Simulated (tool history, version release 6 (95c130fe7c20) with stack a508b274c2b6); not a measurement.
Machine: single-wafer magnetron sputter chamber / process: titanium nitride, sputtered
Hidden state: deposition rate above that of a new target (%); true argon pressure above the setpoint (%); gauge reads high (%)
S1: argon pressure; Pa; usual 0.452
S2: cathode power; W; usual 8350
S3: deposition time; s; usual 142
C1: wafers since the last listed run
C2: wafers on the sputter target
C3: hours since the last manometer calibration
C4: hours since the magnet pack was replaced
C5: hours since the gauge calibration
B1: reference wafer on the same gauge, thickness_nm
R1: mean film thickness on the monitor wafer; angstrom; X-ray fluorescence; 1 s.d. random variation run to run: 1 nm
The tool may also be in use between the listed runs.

Run 1, day 0: usual settings; C1 0; C2 9513; C3 2101.6; C4 9258.7; C5 104.9; B1 206.211. Result: R1 1932.13 angstrom.
Run 2, day 0.7: usual settings; C1 126; C2 9640; C3 2118.4; C4 9275.5; C5 121.7; B1 205.922. Result: R1 1935.24 angstrom.
Run 3, day 0.975: usual settings but S1 0.508 Pa; C1 49; C2 9690; C3 2125; C4 9282.1; C5 128.3; B1 205.892. Result: R1 1893.4 angstrom.
Run 4, day 1.479: usual settings but S1 0.508 Pa; C1 91; C2 9781; C3 2137.1; C4 9294.2; C5 140.4; B1 205.885. Result: R1 1900.79 angstrom.
At day 2.875: magnet pack replaced.
At day 2.908: sputter target and shields replaced.
Run 5, day 3.067: usual settings but S1 0.508 Pa; C1 220; C2 28; C3 2175.2; C4 4.6; C5 178.5; B1 205.868. Result: R1 2109.05 angstrom.
At day 3.538: capacitance manometer re-zeroed and calibrated.
Run 6, day 3.558: usual settings but S3 133 s; C1 28; C2 56; C3 0.5; C4 16.4; C5 190.3; B1 206.136. Result: R1 1998.41 angstrom.
Run 7, day 3.917: usual settings; C1 64; C2 121; C3 9.1; C4 25; C5 198.9; B1 206.006. Result: R1 2135.54 angstrom.
Run 8, day 4.258: usual settings but S1 0.54 Pa; C1 61; C2 183; C3 17.3; C4 33.2; C5 207.1; B1 205.947. Result: R1 2059.19 angstrom.
Run 9, day 4.75: usual settings but S2 6650 W, S3 152 s; C1 88; C2 272; C3 29.1; C4 45; C5 218.9; B1 206.045. Result: R1 1904.13 angstrom.
Run 10, day 5.004: usual settings; C1 45; C2 318; C3 35.2; C4 51.1; C5 225; B1 205.923. Result: R1 2109.22 angstrom.
Run 11, day 5.683: usual settings but S3 129 s; C1 122; C2 440; C3 51.5; C4 67.4; C5 241.3; B1 206.025. Result: R1 1907.76 angstrom.
Run 12, day 6.308: usual settings; C1 112; C2 553; C3 66.5; C4 82.4; C5 256.3; B1 206.077. Result: R1 2109.43 angstrom.
At day 6.583: gauge calibrated.
Run 13, day 6.925: usual settings but S1 0.599 Pa, S2 6500 W, S3 130 s; C1 111; C2 665; C3 81.3; C4 97.2; C5 8.2; B1 206.092. Result: R1 1500.68 angstrom.
Run 14, day 7.604: usual settings but S1 0.332 Pa, S2 6800 W, S3 119 s; C1 122; C2 787; C3 97.6; C4 113.5; C5 24.5; B1 206.123. Result: R1 1553.05 angstrom.
Run 15, day 8.1: usual settings but S1 0.592 Pa, S2 7000 W; C1 89; C2 877; C3 109.5; C4 125.4; C5 36.4; B1 206.059. Result: R1 1727.08 angstrom.
Run 16, day 8.708: usual settings but S3 162 s; C1 109; C2 987; C3 124.1; C4 140; C5 51; B1 205.974. Result: R1 2345.81 angstrom.
Run 17, day 9.05: usual settings but S1 0.522 Pa; C1 61; C2 1049; C3 132.3; C4 148.2; C5 59.2; B1 206.226. Result: R1 2018.86 angstrom.

What if the next run were any one of these 4? Each begins from the tool's condition after run 17:
Run A, day 9.067: usual settings; C1 3; C2 1052; C3 132.7; C4 148.6; C5 59.6; B1 ?. Result: R1 ?.
Run B, day 9.067: usual settings but S1 0.543 Pa, S2 9350 W, S3 160 s; C1 3; C2 1052; C3 132.7; C4 148.6; C5 59.6; B1 ?. Result: R1 ?.
Run C, day 9.067: usual settings but S1 0.616 Pa; C1 3; C2 1052; C3 132.7; C4 148.6; C5 59.6; B1 ?. Result: R1 ?.
Run D, day 9.067: usual settings but S2 10000 W; C1 3; C2 1052; C3 132.7; C4 148.6; C5 59.6; B1 ?. Result: R1 ?.

run       B1       R1
  A  206.137   2036.3
  B  206.137  2434.91
  C  206.137  1926.36
  D  206.137  2354.07
Had the tool no hidden state, the same runs would have come out as:
run       R1
  A   2199.1
  B  2629.59
  C  2080.38
  D  2542.29
